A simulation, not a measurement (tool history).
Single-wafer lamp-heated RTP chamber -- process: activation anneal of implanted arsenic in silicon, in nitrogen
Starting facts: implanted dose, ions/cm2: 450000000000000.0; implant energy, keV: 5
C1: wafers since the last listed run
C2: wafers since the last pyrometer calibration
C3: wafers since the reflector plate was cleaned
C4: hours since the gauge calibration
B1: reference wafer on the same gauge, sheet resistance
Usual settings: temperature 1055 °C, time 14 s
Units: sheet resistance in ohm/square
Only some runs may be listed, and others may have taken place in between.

run 1 day=0.000 | temperature=1055 time=14 | C1=0 C2=1082 C3=1924 C4=839.3 | B1=192.97 | sheet_resistance=228.39
-- day=2.096 gauge calibrated
run 2 day=4.342 | temperature=1055 time=14 | C1=1226 C2=2309 C3=3151 C4=53.9 | B1=193.01 | sheet_resistance=227.75
-- day=6.525 reflector plate cleaned
run 3 day=8.229 | temperature=1055 time=14 | C1=1004 C2=3313 C3=481 C4=147.2 | B1=192.98 | sheet_resistance=229.11
-- day=8.596 pyrometer window cleaned and pyrometer calibrated
run 4 day=12.371 | temperature=1055 time=14 | C1=1076 C2=1066 C3=1557 C4=246.6 | B1=193.06 | sheet_resistance=230.02
run 5 day=14.971 | temperature=1055 time=14 | C1=734 C2=1801 C3=2292 C4=309.0 | B1=192.97 | sheet_resistance=227.97
-- day=18.529 reflector plate cleaned
run 6 day=18.658 | temperature=1055 time=14 | C1=947 C2=2748 C3=36 C4=397.5 | B1=193.05 | sheet_resistance=230.67
-- day=21.971 pyrometer window cleaned and pyrometer calibrated
run 7 day=21.992 | temperature=1055 time=14 | C1=847 C2=5 C3=884 C4=477.5 | B1=192.91 | sheet_resistance=234.90
run 8 day=26.175 | temperature=1071 time=14 | C1=1181 C2=1187 C3=2066 C4=577.9 | B1=193.04 | sheet_resistance=222.87
run 9 day=30.492 | temperature=1048 time=14 | C1=1219 C2=2407 C3=3285 C4=681.5 | B1=192.94 | sheet_resistance=229.99
-- day=31.100 reflector plate cleaned
run 10 day=32.671 | temperature=1080 time=8 | C1=521 C2=2929 C3=443 C4=733.8 | B1=193.03 | sheet_resistance=230.61
-- day=33.158 pyrometer window cleaned and pyrometer calibrated
run 11 day=35.167 | temperature=1070 time=18 | C1=611 C2=567 C3=1054 C4=793.7 | B1=193.08 | sheet_resistance=220.97
run 12 day=38.021 | temperature=1055 time=14 | C1=806 C2=1374 C3=1861 C4=862.2 | B1=192.99 | sheet_resistance=229.02
run 13 day=40.417 | temperature=1073 time=14 | C1=676 C2=2051 C3=2538 C4=919.7 | B1=192.89 | sheet_resistance=221.17
-- day=42.133 reflector plate cleaned
-- day=43.096 gauge calibrated
run 14 day=44.596 | temperature=1034 time=14 | C1=1086 C2=3137 C3=695 C4=36.0 | B1=192.95 | sheet_resistance=238.03
-- day=45.946 pyrometer window cleaned and pyrometer calibrated
run 15 day=48.442 | temperature=1047 time=14 | C1=992 C2=705 C3=1688 C4=128.3 | B1=192.94 | sheet_resistance=233.94
run 16 day=52.158 | temperature=1030 time=21 | C1=1050 C2=1755 C3=2738 C4=217.5 | B1=192.97 | sheet_resistance=229.53
-- day=54.088 reflector plate cleaned
run 17 day=56.317 | temperature=1055 time=17 | C1=1080 C2=2836 C3=630 C4=317.3 | B1=193.04 | sheet_resistance=224.93
-- day=58.588 pyrometer window cleaned and pyrometer calibrated
run 18 day=60.429 | temperature=1065 time=10 | C1=1067 C2=519 C3=1698 C4=416.0 | B1=192.98 | sheet_resistance=232.01

5 ways to go on from here, each from the tool as it stands after run 18. What would each give?
run A day=60.446 | temperature=1055 time=14 | C1=4 C2=524 C3=1702 C4=416.4 | B1=? | sheet_resistance=?
run B day=60.446 | temperature=1069 time=8 | C1=4 C2=524 C3=1702 C4=416.4 | B1=? | sheet_resistance=?
run C day=60.446 | temperature=1055 time=6 | C1=4 C2=524 C3=1702 C4=416.4 | B1=? | sheet_resistance=?
run D day=60.446 | temperature=1043 time=10 | C1=4 C2=524 C3=1702 C4=416.4 | B1=? | sheet_resistance=?
run E day=60.446 | temperature=1065 time=14 | C1=4 C2=524 C3=1702 C4=416.4 | B1=? | sheet_resistance=?

run=A B1=192.99 sheet_resistance=229.49
run=B B1=192.99 sheet_resistance=234.38
run=C B1=192.99 sheet_resistance=246.18
run=D B1=192.99 sheet_resistance=241.19
run=E B1=192.99 sheet_resistance=225.32
With no hidden state in the tool, these same runs would have given:
run=A sheet_resistance=234.88
run=B sheet_resistance=239.81
run=C sheet_resistance=251.79
run=D sheet_resistance=246.69
run=E sheet_resistance=230.63
